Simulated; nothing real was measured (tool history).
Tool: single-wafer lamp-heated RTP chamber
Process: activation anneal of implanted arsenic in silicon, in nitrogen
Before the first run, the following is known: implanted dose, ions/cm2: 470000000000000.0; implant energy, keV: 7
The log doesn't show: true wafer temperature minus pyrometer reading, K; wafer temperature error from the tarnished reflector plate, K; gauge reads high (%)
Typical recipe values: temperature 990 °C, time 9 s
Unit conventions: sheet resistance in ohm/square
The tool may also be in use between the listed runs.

| run | day | temperature | time | wafers since the last listed run | wafers since the last pyrometer calibration | wafers since the reflector plate was cleaned | hours since the gauge calibration | read-back reference wafer on the same gauge, sheet resistance | sheet resistance |
|---|---|---|---|---|---|---|---|---|---|
| 1 | 0 | 990 | 9 | 0 | 4974 | 3715 | 177.3 | 327.99 | 273.6 |
|  | 0.258 | reflector plate cleaned |
| 2 | 0.567 | 990 | 9 | 168 | 5143 | 168 | 190.9 | 328.2 | 277.23 |
| 3 | 1.104 | 990 | 9 | 294 | 5438 | 463 | 203.8 | 328.18 | 275.87 |
| 4 | 1.738 | 990 | 9 | 347 | 5785 | 811 | 219 | 328.09 | 275.59 |
| 5 | 2.438 | 990 | 9 | 384 | 6169 | 1195 | 235.8 | 328.1 | 274.62 |
| 6 | 2.829 | 990 | 9 | 214 | 6384 | 1410 | 245.2 | 327.78 | 274.98 |
| 7 | 3.229 | 990 | 9 | 219 | 6604 | 1629 | 254.8 | 328.23 | 275.13 |
| 8 | 3.767 | 971 | 7 | 294 | 6899 | 1924 | 267.7 | 327.76 | 285.89 |
| 9 | 4.088 | 971 | 7 | 176 | 7075 | 2100 | 275.4 | 328.22 | 284.94 |
| 10 | 4.738 | 1009 | 9 | 356 | 7432 | 2457 | 291 | 328.11 | 267.99 |
| 11 | 5.212 | 990 | 9 | 260 | 7692 | 2718 | 302.4 | 327.93 | 274.38 |
|  | 5.725 | pyrometer window cleaned and pyrometer calibrated |
| 12 | 5.746 | 990 | 9 | 109 | 12 | 2827 | 315.2 | 328.11 | 277.67 |
| 13 | 6.342 | 990 | 9 | 327 | 339 | 3154 | 329.5 | 328.16 | 276.45 |
| 14 | 6.779 | 990 | 13 | 240 | 579 | 3395 | 340 | 328.15 | 271.27 |
| 15 | 7.062 | 990 | 13 | 155 | 735 | 3550 | 346.8 | 328.15 | 270.19 |
| 16 | 7.358 | 990 | 13 | 162 | 897 | 3712 | 353.9 | 327.8 | 269.32 |
|  | 7.825 | reflector plate cleaned |
| 17 | 7.846 | 990 | 9 | 84 | 982 | 12 | 365.6 | 327.97 | 278.19 |
| 18 | 7.921 | 982 | 11 | 41 | 1023 | 53 | 367.4 | 328.04 | 279.36 |
| 19 | 8.354 | 1017 | 13 | 237 | 1260 | 291 | 377.8 | 327.95 | 263.46 |
| 20 | 8.804 | 1000 | 4 | 246 | 1507 | 538 | 388.6 | 328.05 | 286.12 |
| 21 | 9.529 | 1009 | 9 | 397 | 1905 | 935 | 406 | 327.8 | 271.12 |
| 22 | 10.012 | 1012 | 13 | 265 | 2171 | 1201 | 417.6 | 328.16 | 263.25 |
| 23 | 10.279 | 975 | 11 | 146 | 2317 | 1347 | 424 | 328.12 | 281.23 |
| 24 | 10.704 | 964 | 14 | 233 | 2550 | 1580 | 434.2 | 327.82 | 280.4 |
|  | 10.867 | gauge calibrated |
| 25 | 10.996 | 969 | 7 | 160 | 2710 | 1740 | 3.1 | 328.09 | 290.67 |
| 26 | 11.529 | 990 | 7 | 292 | 3003 | 2033 | 15.9 | 328.04 | 279.95 |
| 27 | 12.112 | 1004 | 9 | 320 | 3323 | 2353 | 29.9 | 327.93 | 270.91 |
| 28 | 12.654 | 1005 | 9 | 297 | 3620 | 2650 | 42.9 | 328.25 | 270.81 |
| 29 | 13.096 | 1008 | 6 | 242 | 3863 | 2893 | 53.5 | 328.13 | 275.94 |
| 30 | 13.667 | 963 | 7 | 313 | 4176 | 3206 | 67.2 | 327.93 | 291.2 |
| 31 | 14.2 | 990 | 9 | 292 | 4469 | 3499 | 80 | 327.92 | 275.06 |
|  | 15.375 | reflector plate cleaned |
| 32 | 15.733 | 990 | 9 | 658 | 5127 | 196 | 116.8 | 327.97 | 276.57 |
| 33 | 16.208 | 1008 | 11 | 260 | 5388 | 457 | 128.2 | 328.16 | 266.78 |
| 34 | 16.95 | 999 | 4 | 407 | 5795 | 864 | 146 | 327.92 | 284.1 |

Each row is a separate what-if for the run after 34, all from the same tool condition, not one after another. Results?
| A | 16.967 | 990 | 5 | 9 | 5804 | 873 | 146.4 | ? | ? |
| B | 16.967 | 969 | 10 | 9 | 5804 | 873 | 146.4 | ? | ? |
| C | 16.967 | 990 | 11 | 9 | 5804 | 873 | 146.4 | ? | ? |
| D | 16.967 | 1009 | 13 | 9 | 5804 | 873 | 146.4 | ? | ? |

| run | read-back reference wafer on the same gauge, sheet resistance | sheet resistance |
|---|---|---|
| A | 327.93 | 284.02 |
| B | 327.93 | 282.44 |
| C | 327.93 | 272.63 |
| D | 327.93 | 262.54 |
Without the tool's hidden state the same runs would have given:
| run | sheet resistance |
|---|---|
| A | 288.08 |
| B | 287.37 |
| C | 276.7 |
| D | 266.68 |

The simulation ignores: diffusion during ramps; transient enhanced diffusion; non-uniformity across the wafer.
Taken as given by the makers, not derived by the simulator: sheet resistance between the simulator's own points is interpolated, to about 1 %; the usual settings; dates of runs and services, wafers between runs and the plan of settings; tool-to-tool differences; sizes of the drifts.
